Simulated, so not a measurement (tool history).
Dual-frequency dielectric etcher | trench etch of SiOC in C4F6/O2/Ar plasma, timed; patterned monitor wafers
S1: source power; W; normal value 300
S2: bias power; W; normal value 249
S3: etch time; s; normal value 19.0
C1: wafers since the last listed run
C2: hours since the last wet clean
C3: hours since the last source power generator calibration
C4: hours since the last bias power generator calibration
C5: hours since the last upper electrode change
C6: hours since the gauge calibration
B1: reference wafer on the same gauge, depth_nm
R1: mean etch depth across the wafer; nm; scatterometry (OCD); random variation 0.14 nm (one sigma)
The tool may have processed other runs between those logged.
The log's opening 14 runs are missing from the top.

At hour 1058.2: bias power generator calibrated.
Run 15, hour 1058.7: usual settings but S1 320 W, S3 14.5 s; C1 1063; C2 469.4; C3 627.6; C4 0.5; C5 552.3; C6 521.1; B1 40.37. Result: R1 28.10 nm.
Run 16, hour 1101.7: usual settings but S2 211 W; C1 512; C2 512.4; C3 670.6; C4 43.5; C5 595.3; C6 564.1; B1 40.38. Result: R1 34.24 nm.
At hour 1142.2: wet clean of the chamber.
Run 17, hour 1173.4: usual settings; C1 568; C2 31.2; C3 742.3; C4 115.2; C5 667.0; C6 635.8; B1 40.38. Result: R1 36.36 nm.
Run 18, hour 1239.3: usual settings but S1 340 W, S2 271 W; C1 785; C2 97.1; C3 808.2; C4 181.1; C5 732.9; C6 701.7; B1 40.36. Result: R1 39.29 nm.
Run 19, hour 1334.0: usual settings but S2 289 W, S3 15.5 s; C1 1129; C2 191.8; C3 902.9; C4 275.8; C5 827.6; C6 796.4; B1 40.43. Result: R1 31.34 nm.
Run 20, hour 1398.5: usual settings but S1 330 W, S2 223 W, S3 20.5 s; C1 769; C2 256.3; C3 967.4; C4 340.3; C5 892.1; C6 860.9; B1 40.42. Result: R1 39.45 nm.
Run 21, hour 1473.5: usual settings but S1 240 W, S2 293 W, S3 17.5 s; C1 894; C2 331.3; C3 1042.4; C4 415.3; C5 967.1; C6 935.9; B1 40.43. Result: R1 32.57 nm.
Run 22, hour 1566.3: usual settings; C1 1106; C2 424.1; C3 1135.2; C4 508.1; C5 1059.9; C6 1028.7; B1 40.37. Result: R1 36.52 nm.
Run 23, hour 1604.4: usual settings but S1 260 W, S2 232 W, S3 17.0 s; C1 454; C2 462.2; C3 1173.3; C4 546.2; C5 1098.0; C6 1066.8; B1 40.39. Result: R1 30.16 nm.
Run 24, hour 1673.8: usual settings but S1 230 W, S3 14.5 s; C1 827; C2 531.6; C3 1242.7; C4 615.6; C5 1167.4; C6 1136.2; B1 40.36. Result: R1 25.16 nm.
Run 25, hour 1774.4: usual settings; C1 1199; C2 632.2; C3 1343.3; C4 716.2; C5 1268.0; C6 1236.8; B1 40.36. Result: R1 36.54 nm.
At hour 1860.2: wet clean of the chamber.
Run 26, hour 1860.7: usual settings but S1 260 W, S2 277 W, S3 14.0 s; C1 742; C2 0.5; C3 1429.6; C4 802.5; C5 1354.3; C6 1323.1; B1 40.40. Result: R1 26.45 nm.
Run 27, hour 1904.0: usual settings but S1 260 W, S3 24.0 s; C1 516; C2 43.8; C3 1472.9; C4 845.8; C5 1397.6; C6 1366.4; B1 40.37. Result: R1 43.59 nm.
Run 28, hour 1948.5: usual settings but S1 280 W, S3 23.5 s; C1 530; C2 88.3; C3 1517.4; C4 890.3; C5 1442.1; C6 1410.9; B1 40.38. Result: R1 44.16 nm.
Run 29, hour 2006.7: usual settings but S3 23.0 s; C1 693; C2 146.5; C3 1575.6; C4 948.5; C5 1500.3; C6 1469.1; B1 40.41. Result: R1 44.29 nm.
Run 30, hour 2186.3: usual settings but S1 260 W, S2 232 W, S3 17.0 s; C1 2141; C2 326.1; C3 1755.2; C4 1128.1; C5 1679.9; C6 1648.7; B1 40.45. Result: R1 30.39 nm.
Run 31, hour 2228.9: usual settings but S1 340 W, S3 21.5 s; C1 507; C2 368.7; C3 1797.8; C4 1170.7; C5 1722.5; C6 1691.3; B1 40.42. Result: R1 43.50 nm.

Alternative continuations, all from the tool just after run 31; predict every row:
Run A, hour 2229.3: usual settings; C1 4; C2 369.1; C3 1798.2; C4 1171.1; C5 1722.9; C6 1691.7; B1 ?. Result: R1 ?.
Run B, hour 2229.3: usual settings but S2 223 W, S3 16.0 s; C1 4; C2 369.1; C3 1798.2; C4 1171.1; C5 1722.9; C6 1691.7; B1 ?. Result: R1 ?.
Run C, hour 2229.3: usual settings but S2 210 W, S3 23.5 s; C1 4; C2 369.1; C3 1798.2; C4 1171.1; C5 1722.9; C6 1691.7; B1 ?. Result: R1 ?.

run     B1     R1
  A  40.46  36.73
  B  40.46  29.83
  C  40.46  42.97
Had the tool no hidden state, the same runs would have come out as:
run     R1
  A  36.18
  B  29.38
  C  42.32
